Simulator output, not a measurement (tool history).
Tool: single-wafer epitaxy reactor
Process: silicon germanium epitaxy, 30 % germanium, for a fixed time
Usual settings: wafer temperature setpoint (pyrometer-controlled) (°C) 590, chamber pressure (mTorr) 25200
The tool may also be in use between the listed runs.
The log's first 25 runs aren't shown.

| run | hour | wafer temperature setpoint (pyrometer-controlled) (°C) | chamber pressure (mTorr) | read-back reference wafer on the same gauge, thickness_nm | mean film thickness on the monitor wafer (nm) |
|---|---|---|---|---|---|
| 26 | 2340.3 | 602 | 19200 | 59.962 | 58.787 |
| 27 | 2408.5 | 586 | 25200 | 59.892 | 47.598 |
| 28 | 2484.2 | 602 | 20800 | 60.08 | 59.998 |
| 29 | 2584.3 | 590 | 30600 | 59.932 | 53.488 |
| 30 | 2625.4 | 577 | 28500 | 60.115 | 42.169 |
| 31 | 2684 | 590 | 25200 | 59.945 | 50.976 |
| 32 | 2784.4 | 579 | 31200 | 59.961 | 44.517 |
| 33 | 2887.3 | 600 | 21800 | 60.116 | 58.349 |
| 34 | 2961 | 590 | 28100 | 60.043 | 52.287 |
| 35 | 3054.2 | 590 | 25200 | 60.156 | 51.251 |
| 36 | 3106 | 590 | 25200 | 59.932 | 51.245 |

3 ways to go on from here, each from the tool as it stands after run 36. What would each give?
| A | 3106.4 | 590 | 27300 | ? | ? |
| B | 3106.4 | 590 | 29200 | ? | ? |
| C | 3106.4 | 602 | 23600 | ? | ? |

| run | read-back reference wafer on the same gauge, thickness_nm | mean film thickness on the monitor wafer (nm) |
|---|---|---|
| A | 60.079 | 51.61 |
| B | 60.079 | 52.349 |
| C | 60.079 | 60.916 |
Without the tool's hidden state the same runs would have given:
| run | mean film thickness on the monitor wafer (nm) |
|---|---|
| A | 52.375 |
| B | 53.125 |
| C | 61.818 |
